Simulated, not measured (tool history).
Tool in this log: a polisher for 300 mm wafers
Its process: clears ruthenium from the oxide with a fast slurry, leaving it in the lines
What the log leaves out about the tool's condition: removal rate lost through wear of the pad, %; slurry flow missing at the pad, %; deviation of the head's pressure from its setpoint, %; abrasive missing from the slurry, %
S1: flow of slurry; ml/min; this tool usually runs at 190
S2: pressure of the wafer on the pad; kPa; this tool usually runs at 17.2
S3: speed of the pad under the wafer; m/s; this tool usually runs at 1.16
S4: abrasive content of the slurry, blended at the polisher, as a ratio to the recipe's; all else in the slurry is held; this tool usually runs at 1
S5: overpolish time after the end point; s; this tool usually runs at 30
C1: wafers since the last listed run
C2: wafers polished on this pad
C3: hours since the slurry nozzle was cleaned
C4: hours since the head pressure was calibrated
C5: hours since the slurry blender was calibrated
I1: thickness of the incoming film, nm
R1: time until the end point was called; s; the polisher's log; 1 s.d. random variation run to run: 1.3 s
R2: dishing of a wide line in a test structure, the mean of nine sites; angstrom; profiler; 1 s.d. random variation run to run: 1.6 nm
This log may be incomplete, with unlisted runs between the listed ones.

run	hour	S1	S2	S3	S4	S5	C1	C2	C3	C4	C5	I1	R1	R2
1	0	190	17.2	1.16	1	30	0	1786	8.8	86.1	57	278.4	68.4	817
2	21.8	190	17.2	1.16	1	30	229	2015	30.6	107.9	78.8	277	69	801
3	48.6	190	17.2	1.16	1	30	281	2297	57.4	134.7	105.6	286.1	69.5	793
# hour 68: worn pad replaced by a new one
4	126.9	190	17.2	1.16	1	30	781	619	135.7	213	183.9	282.7	70.6	802
5	159.2	190	17.2	1.16	1	30	339	958	168	245.3	216.2	284.1	73.5	804
6	178.8	190	17.2	1.16	1	30	206	1165	187.6	264.9	235.8	281.3	71.6	791
7	242.3	190	22.1	1.16	0.9	36	667	1832	251.1	328.4	299.3	281.3	60.8	1024
8	257.5	160	11.7	1.16	1	12	159	1992	266.3	343.6	314.5	280.8	111.6	238
9	288.5	210	17.2	1.16	0.9	19	326	2318	297.3	374.6	345.5	281.6	77.1	488
# hour 323.6: worn pad replaced by a new one
10	324.1	190	17.2	1.16	1	30	332	5	332.9	410.2	381.1	284.1	76.6	757
11	352	190	17.2	1.16	1	30	293	298	360.8	438.1	409	284.1	79.9	723
12	370.4	190	17.2	1.16	1	30	193	492	379.2	456.5	427.4	280.6	78.6	732
# hour 376.9: slurry blender recalibrated
13	390.4	190	13.1	1.16	1	35	189	681	399.2	476.5	13.5	284.2	94.1	748
14	404	190	22.8	1.16	1	30	143	824	412.8	490.1	27.1	279.7	51.9	961
15	428.9	190	14.5	0.92	1	30	261	1086	437.7	515	52	276.3	105.3	554
16	455	190	17.2	0.88	0.75	41	274	1360	463.8	541.1	78.1	280	107	730
17	484.6	190	17.2	1.16	1	30	311	1672	493.4	570.7	107.7	282.4	68.7	796
18	504.1	190	13.1	1.16	1	35	205	1877	512.9	590.2	127.2	281.3	90.9	730
19	516.2	190	17.2	1.16	1	30	127	2004	525	602.3	139.3	280.4	71.9	807
20	544.5	230	17.2	1.16	0.75	30	297	2302	553.3	630.6	167.6	276.4	81.8	701
21	557.2	190	17.2	1.16	0.7	30	133	2435	566	643.3	180.3	279.7	92.4	656
22	570.2	230	17.2	1.16	1.15	30	136	2572	579	656.3	193.3	276.8	63.3	864
# hour 579.2: worn pad replaced by a new one
23	585.2	230	20	1.16	0.9	12	115	63	594	671.3	208.3	274.6	63.3	386
# hour 590.5: slurry nozzle cleaned
24	605.4	225	19.3	1.46	1.1	30	201	264	14.9	691.5	228.5	279.5	46.6	1056
25	629.3	170	17.2	1.16	1	30	251	516	38.8	715.4	252.4	282.4	74.9	789
26	657.2	235	17.2	0.92	1.2	30	293	809	66.7	743.3	280.3	279	80.2	724
27	688	130	17.2	1.16	1	30	323	1133	97.5	774.1	311.1	279.3	74.1	726
28	786.2	190	14.5	0.92	1	30	1032	2166	195.7	872.3	409.3	281.1	116.8	538

Hidden state at the last listed run before each entry between runs and at the first one after, where it differs:
Between runs 3 and 4: worn pad replaced by a new one (hour 68)
  abrasive missing from the slurry, %: 1.77 -> 4.01
  difference, measured minus the result without the unlogged condition, R1: +0.7 -> +1.6 s; R2: -7 -> -15 angstrom
Between runs 9 and 10: worn pad replaced by a new one (hour 323.6)
  abrasive missing from the slurry, %: 12.5 -> 15
  difference, measured minus the result without the unlogged condition, R1: +6.3 -> +7.2 s; R2: -38 -> -63 angstrom
Between runs 12 and 13: slurry blender recalibrated (hour 376.9)
  abrasive missing from the slurry, %: 18.7 -> 0.412
  difference, measured minus the result without the unlogged condition, R1: +9.5 -> +0.3 s; R2: -80 -> -2 angstrom
Between runs 22 and 23: worn pad replaced by a new one (hour 579.2)
  abrasive missing from the slurry, %: 4.09 -> 4.68
  difference, measured minus the result without the unlogged condition, R1: +1.4 -> +1.8 s; R2: -15 -> -11 angstrom
Between runs 23 and 24: slurry nozzle cleaned (hour 590.5)
  abrasive missing from the slurry, %: 4.68 -> 5.56
  difference, measured minus the result without the unlogged condition, R1: +1.8 -> +1.4 s; R2: -11 -> -24 angstrom

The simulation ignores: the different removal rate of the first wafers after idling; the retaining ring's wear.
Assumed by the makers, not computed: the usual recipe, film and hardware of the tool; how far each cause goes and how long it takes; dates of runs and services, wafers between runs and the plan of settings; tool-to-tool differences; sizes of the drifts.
